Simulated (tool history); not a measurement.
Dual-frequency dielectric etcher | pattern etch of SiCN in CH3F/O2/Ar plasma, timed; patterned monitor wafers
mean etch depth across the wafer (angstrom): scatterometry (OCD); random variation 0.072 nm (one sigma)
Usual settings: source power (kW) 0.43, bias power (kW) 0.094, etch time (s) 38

| run | day | source power (kW) | bias power (kW) | etch time (s) | wafers since the last listed run | hours since the last wet clean | hours since the last source power generator calibration | hours since the last bias power generator calibration | hours since the last upper electrode change | hours since the gauge calibration | read-back reference wafer on the same gauge, depth_nm | mean etch depth across the wafer (angstrom) |
|---|---|---|---|---|---|---|---|---|---|---|---|---|
| 1 | 0 | 0.43 | 0.094 | 38 | 0 | 506.9 | 3483.7 | 894 | 2445 | 654.9 | 14.3 | 168.4 |
|  | 1.275 | wet clean of the chamber |
| 2 | 3.625 | 0.43 | 0.094 | 38 | 660 | 56.4 | 3570.7 | 981 | 2532 | 741.9 | 14.3 | 172.6 |
| 3 | 8.054 | 0.43 | 0.094 | 38 | 1115 | 162.7 | 3677 | 1087.3 | 2638.3 | 848.2 | 14.29 | 172.3 |
| 4 | 11.725 | 0.43 | 0.094 | 38 | 924 | 250.8 | 3765.1 | 1175.4 | 2726.4 | 936.3 | 14.31 | 170.2 |
| 5 | 14.108 | 0.43 | 0.094 | 38 | 600 | 308 | 3822.3 | 1232.6 | 2783.6 | 993.5 | 14.31 | 171.9 |
| 6 | 16.329 | 0.43 | 0.094 | 38 | 559 | 361.3 | 3875.6 | 1285.9 | 2836.9 | 1046.8 | 14.28 | 169.4 |
|  | 18.2 | bias power generator calibrated |
| 7 | 18.646 | 0.43 | 0.094 | 38 | 541 | 416.9 | 3931.2 | 10.7 | 2892.5 | 1102.4 | 14.29 | 165 |
|  | 22.304 | wet clean of the chamber |
| 8 | 22.325 | 0.43 | 0.094 | 35 | 674 | 0.5 | 4019.5 | 99 | 2980.8 | 1190.7 | 14.29 | 155.5 |
|  | 22.633 | source power generator calibrated |
|  | 25.029 | upper electrode replaced |
| 9 | 26.583 | 0.43 | 0.094 | 35 | 778 | 102.7 | 94.8 | 201.2 | 37.3 | 1292.9 | 14.31 | 156.6 |
| 10 | 28.792 | 0.43 | 0.094 | 35 | 555 | 155.7 | 147.8 | 254.2 | 90.3 | 1345.9 | 14.3 | 154.8 |
| 11 | 31.408 | 0.48 | 0.094 | 31 | 658 | 218.5 | 210.6 | 317 | 153.1 | 1408.7 | 14.29 | 143.8 |
| 12 | 34.6 | 0.43 | 0.094 | 38 | 803 | 295.1 | 287.2 | 393.6 | 229.7 | 1485.3 | 14.31 | 167.3 |
| 13 | 36.871 | 0.43 | 0.094 | 38 | 571 | 349.6 | 341.7 | 448.1 | 284.2 | 1539.8 | 14.29 | 168.9 |
| 14 | 38.679 | 0.43 | 0.103 | 42 | 455 | 393 | 385.1 | 491.5 | 327.6 | 1583.2 | 14.29 | 192 |
|  | 41.117 | wet clean of the chamber |
| 15 | 41.9 | 0.52 | 0.105 | 38 | 559 | 18.8 | 462.4 | 568.8 | 404.9 | 1660.5 | 14.29 | 196.3 |
|  | 44.517 | gauge calibrated |
| 16 | 45.808 | 0.43 | 0.079 | 31.5 | 984 | 112.6 | 556.2 | 662.6 | 498.7 | 31 | 14.3 | 130.7 |
| 17 | 47.667 | 0.43 | 0.077 | 38 | 467 | 157.2 | 600.8 | 707.2 | 543.3 | 75.6 | 14.31 | 155.4 |
| 18 | 50.283 | 0.43 | 0.094 | 38 | 658 | 220 | 663.6 | 770 | 606.1 | 138.4 | 14.29 | 170.2 |
| 19 | 53.358 | 0.43 | 0.087 | 38 | 774 | 293.8 | 737.4 | 843.8 | 679.9 | 212.2 | 14.3 | 163.9 |
| 20 | 55.117 | 0.32 | 0.113 | 46.5 | 442 | 336 | 779.6 | 886 | 722.1 | 254.4 | 14.31 | 197.4 |

Run 21 comes next. What will it give?
| 21 | 59.612 | 0.43 | 0.094 | 38 | 1131 | 443.9 | 887.5 | 993.9 | 830 | 362.3 | ? | ? |

read-back reference wafer on the same gauge, depth_nm: 14.3
mean etch depth across the wafer (angstrom): 168.5
Without the tool's hidden state the same run would have given mean etch depth across the wafer (angstrom) 170.9.
